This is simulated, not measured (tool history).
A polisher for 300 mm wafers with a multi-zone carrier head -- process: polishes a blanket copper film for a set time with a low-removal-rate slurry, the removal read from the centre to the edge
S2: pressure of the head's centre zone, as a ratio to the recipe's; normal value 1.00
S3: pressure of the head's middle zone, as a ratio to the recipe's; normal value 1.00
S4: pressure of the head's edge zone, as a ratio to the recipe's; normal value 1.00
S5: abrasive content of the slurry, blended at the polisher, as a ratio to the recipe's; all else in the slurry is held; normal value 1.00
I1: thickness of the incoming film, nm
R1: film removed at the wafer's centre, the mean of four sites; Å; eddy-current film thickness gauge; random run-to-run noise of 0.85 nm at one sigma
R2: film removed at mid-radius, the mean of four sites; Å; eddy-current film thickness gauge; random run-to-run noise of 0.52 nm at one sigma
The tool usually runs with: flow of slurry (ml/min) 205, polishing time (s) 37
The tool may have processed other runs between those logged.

{"run": 1, "hour": 0.0, "flow of slurry (ml/min)": 255, "S2": 1.0, "S3": 1.0, "S4": 1.0, "S5": 1.0, "polishing time (s)": 37, "I1": 1484.2, "R1": 796, "R2": 761}
{"run": 2, "hour": 15.9, "flow of slurry (ml/min)": 255, "S2": 1.0, "S3": 1.0, "S4": 1.0, "S5": 1.0, "polishing time (s)": 37, "I1": 1455.2, "R1": 777, "R2": 770}
{"run": 3, "hour": 29.4, "flow of slurry (ml/min)": 205, "S2": 1.0, "S3": 1.0, "S4": 0.96, "S5": 1.0, "polishing time (s)": 37, "I1": 1481.8, "R1": 752, "R2": 726}
{"run": 4, "hour": 38.4, "flow of slurry (ml/min)": 205, "S2": 1.0, "S3": 1.0, "S4": 0.96, "S5": 1.0, "polishing time (s)": 37, "I1": 1478.9, "R1": 747, "R2": 730}
{"hour": 50.8, "done": "worn pad replaced by a new one"}
{"run": 5, "hour": 51.3, "flow of slurry (ml/min)": 205, "S2": 0.91, "S3": 1.0, "S4": 0.93, "S5": 1.0, "polishing time (s)": 37, "I1": 1470.7, "R1": 694, "R2": 723}
{"run": 6, "hour": 58.6, "flow of slurry (ml/min)": 205, "S2": 0.91, "S3": 1.0, "S4": 0.93, "S5": 1.0, "polishing time (s)": 37, "I1": 1503.6, "R1": 695, "R2": 724}
{"run": 7, "hour": 65.6, "flow of slurry (ml/min)": 205, "S2": 1.0, "S3": 1.03, "S4": 1.0, "S5": 1.0, "polishing time (s)": 37, "I1": 1490.9, "R1": 727, "R2": 748}
{"hour": 71.9, "done": "centre zone pressure recalibrated"}
{"run": 8, "hour": 74.1, "flow of slurry (ml/min)": 205, "S2": 1.0, "S3": 1.0, "S4": 1.0, "S5": 1.0, "polishing time (s)": 37, "I1": 1499.6, "R1": 746, "R2": 722}
{"run": 9, "hour": 85.7, "flow of slurry (ml/min)": 205, "S2": 1.0, "S3": 1.0, "S4": 1.0, "S5": 1.0, "polishing time (s)": 37, "I1": 1487.8, "R1": 744, "R2": 728}
{"hour": 95.8, "done": "edge zone pressure recalibrated"}
{"run": 10, "hour": 98.4, "flow of slurry (ml/min)": 205, "S2": 1.0, "S3": 1.0, "S4": 1.0, "S5": 1.0, "polishing time (s)": 37, "I1": 1466.9, "R1": 736, "R2": 725}
{"hour": 114.6, "done": "worn pad replaced by a new one"}
{"run": 11, "hour": 115.1, "flow of slurry (ml/min)": 205, "S2": 1.0, "S3": 1.0, "S4": 1.0, "S5": 0.7, "polishing time (s)": 37, "I1": 1473.4, "R1": 699, "R2": 688}
{"run": 12, "hour": 146.0, "flow of slurry (ml/min)": 205, "S2": 1.1, "S3": 1.0, "S4": 1.0, "S5": 1.0, "polishing time (s)": 37, "I1": 1510.9, "R1": 774, "R2": 719}
{"run": 13, "hour": 153.5, "flow of slurry (ml/min)": 205, "S2": 1.0, "S3": 1.03, "S4": 1.0, "S5": 1.0, "polishing time (s)": 37, "I1": 1483.8, "R1": 735, "R2": 735}
{"hour": 164.0, "done": "slurry nozzle cleaned"}
{"run": 14, "hour": 165.4, "flow of slurry (ml/min)": 205, "S2": 1.0, "S3": 1.0, "S4": 0.96, "S5": 1.0, "polishing time (s)": 37, "I1": 1476.3, "R1": 803, "R2": 767}
{"hour": 177.6, "done": "carrier head's membrane replaced by a new one"}
{"hour": 181.4, "done": "worn pad replaced by a new one"}
{"run": 15, "hour": 181.9, "flow of slurry (ml/min)": 175, "S2": 1.0, "S3": 1.0, "S4": 1.0, "S5": 1.1, "polishing time (s)": 37, "I1": 1515.1, "R1": 780, "R2": 751}
{"run": 16, "hour": 191.0, "flow of slurry (ml/min)": 205, "S2": 1.0, "S3": 1.0, "S4": 0.96, "S5": 1.0, "polishing time (s)": 37, "I1": 1471.8, "R1": 771, "R2": 759}
{"run": 17, "hour": 203.6, "flow of slurry (ml/min)": 205, "S2": 1.0, "S3": 1.0, "S4": 1.08, "S5": 1.0, "polishing time (s)": 37, "I1": 1496.5, "R1": 791, "R2": 751}
{"run": 18, "hour": 212.2, "flow of slurry (ml/min)": 205, "S2": 1.0, "S3": 1.0, "S4": 1.0, "S5": 1.0, "polishing time (s)": 37, "I1": 1486.6, "R1": 766, "R2": 751}
{"run": 19, "hour": 222.2, "flow of slurry (ml/min)": 205, "S2": 1.06, "S3": 1.08, "S4": 1.0, "S5": 1.0, "polishing time (s)": 37, "I1": 1500.9, "R1": 797, "R2": 780}
{"run": 20, "hour": 230.9, "flow of slurry (ml/min)": 205, "S2": 1.0, "S3": 1.07, "S4": 1.0, "S5": 1.2, "polishing time (s)": 37, "I1": 1489.3, "R1": 797, "R2": 808}
{"run": 21, "hour": 239.2, "flow of slurry (ml/min)": 260, "S2": 1.0, "S3": 1.0, "S4": 1.09, "S5": 1.0, "polishing time (s)": 37, "I1": 1487.9, "R1": 811, "R2": 784}
{"hour": 251.9, "done": "worn pad replaced by a new one"}
{"run": 22, "hour": 253.4, "flow of slurry (ml/min)": 205, "S2": 1.0, "S3": 1.0, "S4": 1.1, "S5": 1.0, "polishing time (s)": 37, "I1": 1478.0, "R1": 770, "R2": 738}

Each row is a separate what-if for the run after 22, all from the same tool condition, not one after another. Results?
{"run": "A", "hour": 253.8, "flow of slurry (ml/min)": 205, "S2": 1.0, "S3": 1.0, "S4": 0.9, "S5": 1.0, "polishing time (s)": 37, "I1": 1493.7, "R1": "?", "R2": "?"}
{"run": "B", "hour": 253.8, "flow of slurry (ml/min)": 205, "S2": 0.91, "S3": 1.0, "S4": 0.89, "S5": 1.0, "polishing time (s)": 37, "I1": 1493.7, "R1": "?", "R2": "?"}
{"run": "C", "hour": 253.8, "flow of slurry (ml/min)": 245, "S2": 1.0, "S3": 1.0, "S4": 1.0, "S5": 1.0, "polishing time (s)": 37, "I1": 1493.7, "R1": "?", "R2": "?"}
{"run": "D", "hour": 253.8, "flow of slurry (ml/min)": 270, "S2": 1.0, "S3": 0.9, "S4": 1.0, "S5": 0.85, "polishing time (s)": 48, "I1": 1493.7, "R1": "?", "R2": "?"}

run=A R1=758 R2=742
run=B R1=711 R2=742
run=C R1=783 R2=764
run=D R1=1004 R2=915
With the hidden condition removed and each run's random variation left untouched, the same runs would have given:
run=A R1=796 R2=775
run=B R1=746 R2=775
run=C R1=815 R2=792
run=D R1=1042 R2=947
